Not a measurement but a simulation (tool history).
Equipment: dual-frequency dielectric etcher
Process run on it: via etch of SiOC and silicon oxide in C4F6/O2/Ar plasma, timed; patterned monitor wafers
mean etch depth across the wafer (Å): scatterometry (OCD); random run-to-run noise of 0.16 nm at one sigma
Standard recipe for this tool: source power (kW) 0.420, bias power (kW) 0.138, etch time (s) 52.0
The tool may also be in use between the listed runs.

run,day,source power (kW),bias power (kW),etch time (s),wafers since the last listed run,hours since the last wet clean,hours since the last source power generator calibration,hours since the last bias power generator calibration,hours since the last upper electrode change,hours since the gauge calibration,"read-back reference wafer on the same gauge, depth_nm",mean etch depth across the wafer (Å)
1,0.000,0.420,0.138,52.0,0,450.8,1185.3,2694.3,4499.5,571.1,51.4,507
2,3.212,0.420,0.138,52.0,733,527.9,1262.4,2771.4,4576.6,648.2,51.4,502
3,4.279,0.420,0.138,52.0,243,553.5,1288.0,2797.0,4602.2,673.8,51.4,504
4,5.629,0.420,0.138,40.5,308,585.9,1320.4,2829.4,4634.6,706.2,51.4,393
5,7.812,0.420,0.138,40.5,498,638.3,1372.8,2881.8,4687.0,758.6,51.4,390
6,8.933,0.420,0.138,52.0,255,665.2,1399.7,2908.7,4713.9,785.5,51.4,501
# day 10.104: wet clean of the chamber
7,13.325,0.420,0.138,52.0,773,77.3,1505.1,3014.1,4819.3,890.9,51.4,485
8,14.550,0.420,0.138,52.0,279,106.7,1534.5,3043.5,4848.7,920.3,51.4,482
9,15.308,0.420,0.138,52.0,173,124.9,1552.7,3061.7,4866.9,938.5,51.4,486
# day 16.371: bias power generator calibrated
10,16.392,0.420,0.138,52.0,209,150.9,1578.7,0.5,4892.9,964.5,51.4,484
# day 19.704: gauge calibrated
11,20.321,0.420,0.138,52.0,896,245.2,1673.0,94.8,4987.2,14.8,51.4,481
# day 21.704: wet clean of the chamber, repeated, since the last time left the tool worse
12,21.725,0.420,0.138,52.0,92,0.5,1706.7,128.5,5020.9,48.5,51.4,516
13,21.742,0.450,0.171,60.5,3,0.9,1707.1,128.9,5021.3,48.9,51.4,635
# day 23.188: upper electrode replaced
14,23.208,0.420,0.138,52.0,106,36.1,1742.3,164.1,0.5,84.1,51.4,516
15,23.679,0.420,0.138,52.0,107,47.4,1753.6,175.4,11.8,95.4,51.4,511
16,24.771,0.470,0.138,52.0,249,73.6,1779.8,201.6,38.0,121.6,51.4,532
17,25.650,0.390,0.138,65.5,200,94.7,1800.9,222.7,59.1,142.7,51.4,629
18,26.821,0.320,0.165,59.0,267,122.8,1829.0,250.8,87.2,170.8,51.4,551
19,27.533,0.470,0.138,59.5,162,139.9,1846.1,267.9,104.3,187.9,51.4,606
20,28.642,0.390,0.138,48.0,252,166.5,1872.7,294.5,130.9,214.5,51.4,462
# day 28.992: source power generator calibrated
21,29.246,0.420,0.138,46.0,99,181.0,6.1,309.0,145.4,229.0,51.4,450
22,30.317,0.510,0.138,38.0,244,206.7,31.8,334.7,171.1,254.7,51.4,395
23,31.775,0.350,0.108,61.0,332,241.7,66.8,369.7,206.1,289.7,51.4,546
24,32.508,0.420,0.138,52.0,167,259.3,84.4,387.3,223.7,307.3,51.4,508
25,33.150,0.490,0.166,44.5,146,274.7,99.8,402.7,239.1,322.7,51.4,471
26,33.896,0.380,0.120,66.0,170,292.6,117.7,420.6,257.0,340.6,51.4,610
27,36.779,0.360,0.160,65.5,657,361.8,186.9,489.8,326.2,409.8,51.4,622
28,37.521,0.420,0.170,60.0,169,379.6,204.7,507.6,344.0,427.6,51.4,604
29,38.338,0.390,0.106,37.0,186,399.2,224.3,527.2,363.6,447.2,51.4,339
30,38.900,0.330,0.118,65.0,128,412.7,237.8,540.7,377.1,460.7,51.4,572
31,40.042,0.420,0.138,43.0,260,440.1,265.2,568.1,404.5,488.1,51.4,417

State the hidden condition of the tool at each of the runs:
source power that arrives over what is set, %: 0 at every run
bias power that arrives over what is set, %: 0 at every run
gauge reads high (%): 0 at every run
H1: etch rate over this chamber's usual, %
run,H1
1,-1.86
2,-2.21
3,-2.33
4,-2.48
5,-2.72
6,-2.84
7,-5.99
8,-6.12
9,-6.21
10,-6.33
11,-6.76
12,-0.295
13,-0.297
14,-0.459
15,-0.511
16,-0.632
17,-0.729
18,-0.858
19,-0.937
20,-1.06
21,-1.13
22,-1.24
23,-1.41
24,-1.49
25,-1.56
26,-1.64
27,-1.96
28,-2.04
29,-2.13
30,-2.19
31,-2.32
